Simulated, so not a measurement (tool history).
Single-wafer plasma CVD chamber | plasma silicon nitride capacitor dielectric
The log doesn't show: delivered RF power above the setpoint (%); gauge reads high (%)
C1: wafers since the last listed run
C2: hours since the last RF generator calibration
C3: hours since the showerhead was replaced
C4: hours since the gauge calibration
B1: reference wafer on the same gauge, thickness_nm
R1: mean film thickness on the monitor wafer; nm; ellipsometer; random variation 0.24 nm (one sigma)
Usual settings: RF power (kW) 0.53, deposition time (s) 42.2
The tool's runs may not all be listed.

run 1 hour=0 | RF_power_(kW)=0.53 deposition_time_(s)=46.4 | C1=0 C2=1057.8 C3=6188.6 C4=631.1 | B1=61.48 | R1=66.46
run 2 hour=25.1 | RF_power_(kW)=0.53 deposition_time_(s)=46.4 | C1=895 C2=1082.9 C3=6213.7 C4=656.2 | B1=61.516 | R1=66.236
run 3 hour=43.7 | RF_power_(kW)=0.53 deposition_time_(s)=42.2 | C1=663 C2=1101.5 C3=6232.3 C4=674.8 | B1=61.535 | R1=60.099
-- hour=44.1 gauge calibrated
run 4 hour=57.8 | RF_power_(kW)=0.53 deposition_time_(s)=42.2 | C1=502 C2=1115.6 C3=6246.4 C4=13.7 | B1=61.488 | R1=59.866
run 5 hour=81.4 | RF_power_(kW)=0.53 deposition_time_(s)=42.2 | C1=841 C2=1139.2 C3=6270 C4=37.3 | B1=61.533 | R1=60.188
run 6 hour=96.4 | RF_power_(kW)=0.53 deposition_time_(s)=42.2 | C1=534 C2=1154.2 C3=6285 C4=52.3 | B1=61.449 | R1=60.026
run 7 hour=169 | RF_power_(kW)=0.53 deposition_time_(s)=42.2 | C1=2589 C2=1226.8 C3=6357.6 C4=124.9 | B1=61.459 | R1=59.884
run 8 hour=189.1 | RF_power_(kW)=0.53 deposition_time_(s)=42.2 | C1=716 C2=1246.9 C3=6377.7 C4=145 | B1=61.53 | R1=60.369
run 9 hour=219.2 | RF_power_(kW)=0.47 deposition_time_(s)=42.2 | C1=1073 C2=1277 C3=6407.8 C4=175.1 | B1=61.537 | R1=57.45
run 10 hour=238.1 | RF_power_(kW)=0.47 deposition_time_(s)=42.2 | C1=674 C2=1295.9 C3=6426.7 C4=194 | B1=61.492 | R1=57.266
run 11 hour=262.5 | RF_power_(kW)=0.53 deposition_time_(s)=45.6 | C1=870 C2=1320.3 C3=6451.1 C4=218.4 | B1=61.466 | R1=65.005
run 12 hour=277.1 | RF_power_(kW)=0.53 deposition_time_(s)=45.6 | C1=520 C2=1334.9 C3=6465.7 C4=233 | B1=61.507 | R1=64.795
run 13 hour=311.3 | RF_power_(kW)=0.53 deposition_time_(s)=45.6 | C1=1219 C2=1369.1 C3=6499.9 C4=267.2 | B1=61.523 | R1=64.473
run 14 hour=354 | RF_power_(kW)=0.61 deposition_time_(s)=42.2 | C1=1522 C2=1411.8 C3=6542.6 C4=309.9 | B1=61.486 | R1=63.479
run 15 hour=371.1 | RF_power_(kW)=0.61 deposition_time_(s)=42.2 | C1=609 C2=1428.9 C3=6559.7 C4=327 | B1=61.53 | R1=63.031
run 16 hour=396.4 | RF_power_(kW)=0.53 deposition_time_(s)=42.2 | C1=902 C2=1454.2 C3=6585 C4=352.3 | B1=61.467 | R1=59.856
run 17 hour=429.9 | RF_power_(kW)=0.58 deposition_time_(s)=42.2 | C1=1194 C2=1487.7 C3=6618.5 C4=385.8 | B1=61.563 | R1=62.11
run 18 hour=461.1 | RF_power_(kW)=0.58 deposition_time_(s)=42.2 | C1=1112 C2=1518.9 C3=6649.7 C4=417 | B1=61.494 | R1=61.609
run 19 hour=480.5 | RF_power_(kW)=0.465 deposition_time_(s)=44.1 | C1=691 C2=1538.3 C3=6669.1 C4=436.4 | B1=61.463 | R1=59.443
run 20 hour=495.1 | RF_power_(kW)=0.465 deposition_time_(s)=44.1 | C1=520 C2=1552.9 C3=6683.7 C4=451 | B1=61.517 | R1=58.888
-- hour=512.4 RF generator calibrated
run 21 hour=513 | RF_power_(kW)=0.53 deposition_time_(s)=42.2 | C1=353 C2=0.6 C3=6701.6 C4=468.9 | B1=61.485 | R1=62.268
run 22 hour=534.5 | RF_power_(kW)=0.53 deposition_time_(s)=42.2 | C1=766 C2=22.1 C3=6723.1 C4=490.4 | B1=61.501 | R1=61.627
run 23 hour=582 | RF_power_(kW)=0.53 deposition_time_(s)=38.7 | C1=1693 C2=69.6 C3=6770.6 C4=537.9 | B1=61.524 | R1=56.444
run 24 hour=611 | RF_power_(kW)=0.605 deposition_time_(s)=47.8 | C1=1034 C2=98.6 C3=6799.6 C4=566.9 | B1=61.512 | R1=73.759
run 25 hour=637.2 | RF_power_(kW)=0.53 deposition_time_(s)=37.6 | C1=934 C2=124.8 C3=6825.8 C4=593.1 | B1=61.518 | R1=55.182
run 26 hour=656.7 | RF_power_(kW)=0.465 deposition_time_(s)=47.3 | C1=695 C2=144.3 C3=6845.3 C4=612.6 | B1=61.519 | R1=65.664
run 27 hour=685.4 | RF_power_(kW)=0.53 deposition_time_(s)=45.6 | C1=1023 C2=173 C3=6874 C4=641.3 | B1=61.563 | R1=66.55
run 28 hour=712.1 | RF_power_(kW)=0.475 deposition_time_(s)=38 | C1=952 C2=199.7 C3=6900.7 C4=668 | B1=61.478 | R1=53.177
run 29 hour=736.1 | RF_power_(kW)=0.475 deposition_time_(s)=42.2 | C1=855 C2=223.7 C3=6924.7 C4=692 | B1=61.518 | R1=58.964
-- hour=740.2 gauge calibrated
run 30 hour=748.7 | RF_power_(kW)=0.605 deposition_time_(s)=42.2 | C1=449 C2=236.3 C3=6937.3 C4=8.5 | B1=61.513 | R1=65.068
run 31 hour=768.6 | RF_power_(kW)=0.585 deposition_time_(s)=42.2 | C1=709 C2=256.2 C3=6957.2 C4=28.4 | B1=61.469 | R1=63.791
run 32 hour=788.1 | RF_power_(kW)=0.53 deposition_time_(s)=42.2 | C1=695 C2=275.7 C3=6976.7 C4=47.9 | B1=61.47 | R1=61.645
run 33 hour=804 | RF_power_(kW)=0.43 deposition_time_(s)=36.2 | C1=567 C2=291.6 C3=6992.6 C4=63.8 | B1=61.506 | R1=48.526
-- hour=821.4 showerhead replaced
run 34 hour=833.3 | RF_power_(kW)=0.53 deposition_time_(s)=38.7 | C1=759 C2=320.9 C3=11.9 C4=93.1 | B1=61.483 | R1=56.474
run 35 hour=862.2 | RF_power_(kW)=0.49 deposition_time_(s)=37.2 | C1=1030 C2=349.8 C3=40.8 C4=122 | B1=61.492 | R1=52.309
run 36 hour=891.5 | RF_power_(kW)=0.53 deposition_time_(s)=44.9 | C1=1044 C2=379.1 C3=70.1 C4=151.3 | B1=61.478 | R1=64.883
run 37 hour=914.5 | RF_power_(kW)=0.53 deposition_time_(s)=42.2 | C1=820 C2=402.1 C3=93.1 C4=174.3 | B1=61.552 | R1=61.408
run 38 hour=943.2 | RF_power_(kW)=0.53 deposition_time_(s)=38.7 | C1=1023 C2=430.8 C3=121.8 C4=203 | B1=61.55 | R1=56.291
run 39 hour=957.5 | RF_power_(kW)=0.53 deposition_time_(s)=37.6 | C1=509 C2=445.1 C3=136.1 C4=217.3 | B1=61.521 | R1=54.693

Run 40 comes next. What will it give?
run 40 hour=988.4 | RF_power_(kW)=0.57 deposition_time_(s)=48.3 | C1=1101 C2=476 C3=167 C4=248.2 | B1=? | R1=?

{"run 40": {"B1": 61.496, "R1": 72.564}}
Without the tool's hidden state the same run would have given R1 73.386 nm.

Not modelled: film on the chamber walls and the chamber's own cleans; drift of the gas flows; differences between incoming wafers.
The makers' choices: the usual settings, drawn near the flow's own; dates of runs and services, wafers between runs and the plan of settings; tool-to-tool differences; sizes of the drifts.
